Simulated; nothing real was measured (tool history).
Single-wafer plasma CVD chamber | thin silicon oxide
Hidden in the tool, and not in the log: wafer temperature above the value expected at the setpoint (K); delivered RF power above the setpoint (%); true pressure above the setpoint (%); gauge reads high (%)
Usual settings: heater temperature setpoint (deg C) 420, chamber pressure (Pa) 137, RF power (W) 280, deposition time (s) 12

run	hour	heater temperature setpoint (deg C)	chamber pressure (Pa)	RF power (W)	deposition time (s)	wafers since the last listed run	hours since the last thermocouple change	hours since the last RF generator calibration	hours since the last manometer calibration	hours since the showerhead was replaced	hours since the gauge calibration	read-back reference wafer on the same gauge, thickness_nm	mean film thickness on the monitor wafer (nm)
1	0	420	137	290	12	0	1520.7	1415.7	975.3	4261.5	2441.4	26.282	25.083
# hour 13: thermocouple changed; heater temperature recalibrated
2	83.3	420	137	280	12	1005	70.3	1499	1058.6	4344.8	2524.7	26.315	24.726
3	141.1	420	112	280	12	771	128.1	1556.8	1116.4	4402.6	2582.5	26.309	22.468
4	185.7	420	112	280	12	595	172.7	1601.4	1161	4447.2	2627.1	26.317	22.595
5	249.8	420	137	280	12	856	236.8	1665.5	1225.1	4511.3	2691.2	26.284	24.675
6	455.1	420	137	280	12	2741	442.1	1870.8	1430.4	4716.6	2896.5	26.301	24.799
# hour 464.3: RF generator calibrated
7	541.2	420	137	280	12	1043	528.2	76.9	1516.5	4802.7	2982.6	26.315	25.157
8	624.7	420	137	280	12	1115	611.7	160.4	1600	4886.2	3066.1	26.297	25.149
9	732.7	420	137	280	12	1442	719.7	268.4	1708	4994.2	3174.1	26.302	25.066
# hour 814.1: gauge calibrated
# hour 824: capacitance manometer re-zeroed and calibrated
10	828.1	420	137	280	12	1167	815.1	363.8	4.1	5089.6	14	26.304	25.16
11	904.6	420	137	335	11	1021	891.6	440.3	80.6	5166.1	90.5	26.295	24.127
12	966.2	420	137	280	12	822	953.2	501.9	142.2	5227.7	152.1	26.283	25.062
# hour 1010.6: showerhead replaced
13	1017.3	433	113	295	12.7	575	1004.3	553	193.3	6.7	203.2	26.3	24.251
14	1198	426	117	310	11	2413	1185	733.7	374	187.4	383.9	26.291	21.749
15	1240.7	408	137	280	10.8	570	1227.7	776.4	416.7	230.1	426.6	26.298	22.674
# hour 1258.3: thermocouple changed; heater temperature recalibrated
16	1289.7	420	137	280	12	547	31.4	825.4	465.7	279.1	475.6	26.306	24.868
17	1357.9	433	137	280	11.2	910	99.6	893.6	533.9	347.3	543.8	26.295	22.96
18	1422.8	420	137	280	12	866	164.5	958.5	598.8	412.2	608.7	26.311	24.941

The next listed run, before its measurement:
19	1527.6	420	137	280	12	1399	269.3	1063.3	703.6	517	713.5	?	?

Run 19 gave read-back reference wafer on the same gauge, thickness_nm 26.305, mean film thickness on the monitor wafer (nm) 24.991.
Without the tool's hidden state the same run would have given mean film thickness on the monitor wafer (nm) 25.428.

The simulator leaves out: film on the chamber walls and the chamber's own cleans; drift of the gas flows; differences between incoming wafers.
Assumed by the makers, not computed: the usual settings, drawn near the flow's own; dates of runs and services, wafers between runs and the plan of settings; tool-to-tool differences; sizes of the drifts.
